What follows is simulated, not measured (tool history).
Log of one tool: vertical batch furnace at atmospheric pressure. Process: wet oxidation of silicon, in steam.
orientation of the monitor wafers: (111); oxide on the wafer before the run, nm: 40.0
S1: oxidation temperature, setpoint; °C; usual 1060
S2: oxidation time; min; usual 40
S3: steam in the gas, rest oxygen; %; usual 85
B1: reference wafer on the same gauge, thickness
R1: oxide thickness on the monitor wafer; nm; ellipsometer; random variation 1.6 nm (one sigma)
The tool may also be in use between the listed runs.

run 1 hour=0 | S1=1040 S2=40 S3=85 | B1=537.82 | R1=435.5
run 2 hour=22.5 | S1=1040 S2=40 S3=85 | B1=538.2 | R1=432.01
run 3 hour=43.7 | S1=1060 S2=40 S3=85 | B1=538.85 | R1=475.21
run 4 hour=72.7 | S1=1060 S2=40 S3=85 | B1=538.29 | R1=474.71
run 5 hour=90 | S1=1060 S2=40 S3=85 | B1=538.09 | R1=473.35
run 6 hour=115.2 | S1=1044 S2=40 S3=81 | B1=538.03 | R1=430.36
run 7 hour=147.3 | S1=1044 S2=40 S3=81 | B1=538.89 | R1=430.55
run 8 hour=163.7 | S1=1044 S2=40 S3=81 | B1=538.2 | R1=431.16
run 9 hour=250.2 | S1=1060 S2=40 S3=85 | B1=538.02 | R1=472.64
run 10 hour=266.2 | S1=1060 S2=40 S3=90 | B1=537.68 | R1=487.14
run 11 hour=285.8 | S1=1060 S2=40 S3=85 | B1=538.17 | R1=469.55
run 12 hour=301 | S1=1060 S2=40 S3=85 | B1=537.34 | R1=471.88
run 13 hour=332.3 | S1=1060 S2=51.5 S3=85 | B1=537.88 | R1=543.27
-- hour=359 steam generator serviced
run 14 hour=359.5 | S1=1060 S2=40 S3=85 | B1=538.37 | R1=492.26
run 15 hour=364.6 | S1=1078 S2=27.5 S3=90 | B1=537.29 | R1=445.71
run 16 hour=386.9 | S1=1060 S2=40 S3=85 | B1=538.76 | R1=492.2
-- hour=417.2 thermocouples replaced and temperature profile calibrated
run 17 hour=417.7 | S1=1043 S2=26 S3=89 | B1=538.99 | R1=370.3
run 18 hour=422.9 | S1=1060 S2=27.5 S3=85 | B1=538.31 | R1=401.56
run 19 hour=444.6 | S1=1070 S2=59.5 S3=73 | B1=537.76 | R1=586.68
run 20 hour=467.7 | S1=1053 S2=27.5 S3=75 | B1=537.59 | R1=360.14
run 21 hour=489.7 | S1=1044 S2=40 S3=85 | B1=537.77 | R1=456.7
run 22 hour=504.3 | S1=1060 S2=26.5 S3=81 | B1=537.87 | R1=381.43
run 23 hour=530 | S1=1069 S2=22.5 S3=79 | B1=538.47 | R1=355.5
run 24 hour=549 | S1=1060 S2=49 S3=85 | B1=537.5 | R1=547.03
run 25 hour=572.2 | S1=1077 S2=54.5 S3=90 | B1=538.28 | R1=640
run 26 hour=586.3 | S1=1060 S2=51.5 S3=85 | B1=538.17 | R1=562.91
run 27 hour=603.9 | S1=1060 S2=40 S3=85 | B1=538.71 | R1=487.46
-- hour=618 gauge calibrated
run 28 hour=629.4 | S1=1060 S2=53 S3=85 | B1=537.82 | R1=571.15
run 29 hour=652.8 | S1=1060 S2=40 S3=85 | B1=538.15 | R1=484.87
run 30 hour=672.5 | S1=1060 S2=40 S3=85 | B1=538.71 | R1=485.9
run 31 hour=690.7 | S1=1043 S2=40 S3=94 | B1=538.45 | R1=478.6
run 32 hour=717.5 | S1=1060 S2=40 S3=85 | B1=537.71 | R1=485.15

Forecast run 33:
run 33 hour=738.6 | S1=1060 S2=40 S3=85 | B1=? | R1=?

Run 33 gave B1 537.91, R1 487.43 nm.
Without the tool's hidden state the same run would have given R1 496.67 nm.

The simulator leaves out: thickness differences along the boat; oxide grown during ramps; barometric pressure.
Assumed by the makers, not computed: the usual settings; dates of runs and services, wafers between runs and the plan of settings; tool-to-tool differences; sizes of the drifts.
